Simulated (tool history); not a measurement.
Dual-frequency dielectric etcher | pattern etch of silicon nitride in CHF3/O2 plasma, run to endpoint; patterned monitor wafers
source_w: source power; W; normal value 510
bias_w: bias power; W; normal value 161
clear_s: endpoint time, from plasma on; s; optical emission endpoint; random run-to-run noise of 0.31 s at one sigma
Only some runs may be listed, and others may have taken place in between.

run	hour	source_w	bias_w	wafers since the last listed run	hours since the last wet clean	hours since the last source power generator calibration	hours since the last bias power generator calibration	hours since the last upper electrode change	incoming incoming film thickness, nm	clear_s
1	0	510	161	0	74.6	2069.1	1835.7	2084.7	88.3	60.1
2	36.6	580	161	471	111.2	2105.7	1872.3	2121.3	88.6	58.6
3	233	580	161	2531	307.6	2302.1	2068.7	2317.7	88	58.5
4	264.2	510	161	402	338.8	2333.3	2099.9	2348.9	86.8	60.4
# hour 341.1: wet clean of the chamber
5	341.6	460	161	688	0.5	2410.7	2177.3	2426.3	86.7	61.4
6	380	460	161	494	38.9	2449.1	2215.7	2464.7	86.4	61.3
7	408.1	460	161	362	67	2477.2	2243.8	2492.8	87.7	62.5
8	436.7	510	161	368	95.6	2505.8	2272.4	2521.4	87.3	59.8
9	474.6	510	161	488	133.5	2543.7	2310.3	2559.3	87.9	60.5
10	525.9	510	161	661	184.8	2595	2361.6	2610.6	88	61.3
11	573.4	510	152	612	232.3	2642.5	2409.1	2658.1	87.8	62
12	618.9	510	161	586	277.8	2688	2454.6	2703.6	87.8	60.9
13	665.2	510	161	596	324.1	2734.3	2500.9	2749.9	87.9	60.8
# hour 701.3: upper electrode replaced, of another model than before
14	728.6	510	161	507	387.5	2797.7	2564.3	27.3	87.7	61.3
# hour 769.1: bias power generator calibrated
# hour 828.9: wet clean of the chamber
15	936.3	510	161	2315	107.4	3005.4	167.2	235	88.1	60.3
16	976.7	510	139	520	147.8	3045.8	207.6	275.4	88	65.8
17	1030.7	510	139	695	201.8	3099.8	261.6	329.4	88.5	66.4
18	1085	510	161	699	256.1	3154.1	315.9	383.7	87.4	60.6
19	1140.6	510	139	716	311.7	3209.7	371.5	439.3	88.4	66.8
20	1169.1	510	161	367	340.2	3238.2	400	467.8	88.2	61.3
21	1239.4	510	176	906	410.5	3308.5	470.3	538.1	87.6	58.7
# hour 1266.7: wet clean of the chamber
22	1267.2	470	177	48	0.5	3336.3	498.1	565.9	86.6	58.8
23	1310.5	510	161	558	43.8	3379.6	541.4	609.2	86.8	59.4
24	1354.5	510	161	567	87.8	3423.6	585.4	653.2	88.1	60.6
25	1382.2	430	177	356	115.5	3451.3	613.1	680.9	87.8	62.6
# hour 1410.5: source power generator calibrated
26	1422.5	550	124	467	155.8	12	653.4	721.2	87.3	68.3
27	1476.5	550	132	695	209.8	66	707.4	775.2	87.4	65.1
28	1510.5	510	171	438	243.8	100	741.4	809.2	86.8	58.2
29	1552.7	390	137	543	286	142.2	783.6	851.4	88.2	76.9
30	1576.7	510	134	309	310	166.2	807.6	875.4	89.3	69.1
# hour 1755: wet clean of the chamber
31	1764.8	420	195	2114	9.8	354.3	995.7	1063.5	86.8	58.7
32	1820.7	510	161	720	65.7	410.2	1051.6	1119.4	88.6	60.5
33	1883.6	540	161	810	128.6	473.1	1114.5	1182.3	88.5	58.9
34	1948.8	510	161	840	193.8	538.3	1179.7	1247.5	86.7	59.7
35	1991	380	189	543	236	580.5	1221.9	1289.7	87.1	63.1
36	2017.3	640	175	338	262.3	606.8	1248.2	1316	88.2	52.3

Results per run with the tool's hidden condition removed, run-to-run variation unchanged:
Hidden state present: etch rate over this chamber's usual, %; source power that arrives over what is set, %; bias power that arrives over what is set, %.
run	clear_s
1	60.2
2	58.5
3	57.8
4	59.5
5	61.5
6	61.3
7	62.4
8	59.6
9	60.2
10	60.8
11	61.3
12	60
13	59.7
14	60
15	60
16	65.3
17	65.7
18	59.7
19	65.7
20	60.1
21	57.3
22	58.7
23	59.2
24	60.2
25	62.1
26	67.6
27	64.2
28	57.3
29	75.5
30	67.7
31	59.2
32	60.8
33	58.9
34	59.5
35	62.7
36	52

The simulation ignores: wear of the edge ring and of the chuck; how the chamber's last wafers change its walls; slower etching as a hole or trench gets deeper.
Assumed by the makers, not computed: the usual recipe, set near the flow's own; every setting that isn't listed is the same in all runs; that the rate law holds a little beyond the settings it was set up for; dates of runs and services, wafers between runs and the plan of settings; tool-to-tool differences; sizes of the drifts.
